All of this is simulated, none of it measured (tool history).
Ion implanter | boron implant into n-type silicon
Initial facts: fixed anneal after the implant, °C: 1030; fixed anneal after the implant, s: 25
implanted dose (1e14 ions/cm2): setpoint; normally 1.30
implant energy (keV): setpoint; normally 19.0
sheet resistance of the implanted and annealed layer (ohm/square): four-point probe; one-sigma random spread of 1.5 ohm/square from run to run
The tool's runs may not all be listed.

run	day	implanted dose (1e14 ions/cm2)	implant energy (keV)	read-back reference wafer on the same gauge, sheet resistance	sheet resistance of the implanted and annealed layer (ohm/square)
1	0.000	1.30	19.0	529.16	653.67
2	0.733	1.30	19.0	529.10	653.41
3	1.117	1.30	19.0	529.03	655.44
4	1.471	1.38	15.0	529.28	643.51
5	1.988	1.54	19.0	529.05	570.81
6	2.308	1.30	19.0	528.76	652.62
7	2.825	1.30	19.0	529.50	655.66
8	4.050	1.30	17.5	528.74	663.71
# day 5.092: Faraday cup replaced and dose calibrated
9	5.112	1.30	17.5	529.33	636.17
10	5.125	1.30	17.5	529.01	634.93
11	7.200	1.30	15.0	529.55	649.93
12	7.708	1.30	23.0	529.26	609.16
13	8.071	1.30	23.0	528.90	611.96
14	8.433	1.02	19.0	528.40	761.31
# day 9.071: extraction supply calibrated
15	9.138	1.30	19.0	528.35	627.18
16	9.558	1.30	24.5	529.11	606.07
17	9.821	1.40	19.0	529.35	593.03
# day 10.400: gauge calibrated
18	10.550	1.30	13.0	528.90	663.71
19	10.900	1.59	16.0	529.26	550.76
20	11.462	1.30	19.0	528.70	630.86
21	11.896	0.94	19.0	529.38	807.98
22	13.433	1.30	19.0	529.21	631.63
23	13.946	1.01	17.0	528.85	780.13
24	14.392	1.05	14.5	528.96	779.92
25	14.788	1.10	25.0	528.79	684.21
26	15.288	1.30	19.0	529.29	635.66
27	15.750	1.30	19.0	529.27	632.08

Consider 3 possible next runs. They are alternatives, not a sequence: every one starts from the tool as it was left by run 27. What does each give?
A	15.767	1.57	19.0	?	?
B	15.767	0.98	19.0	?	?
C	15.767	1.69	24.5	?	?

run	read-back reference wafer on the same gauge, sheet resistance	sheet resistance of the implanted and annealed layer (ohm/square)
A	528.92	544.08
B	528.92	785.88
C	528.92	495.18
Take away the tool's hidden state, keep each run's random variation, and the runs would have read:
run	sheet resistance of the implanted and annealed layer (ohm/square)
A	542.16
B	783.30
C	493.46
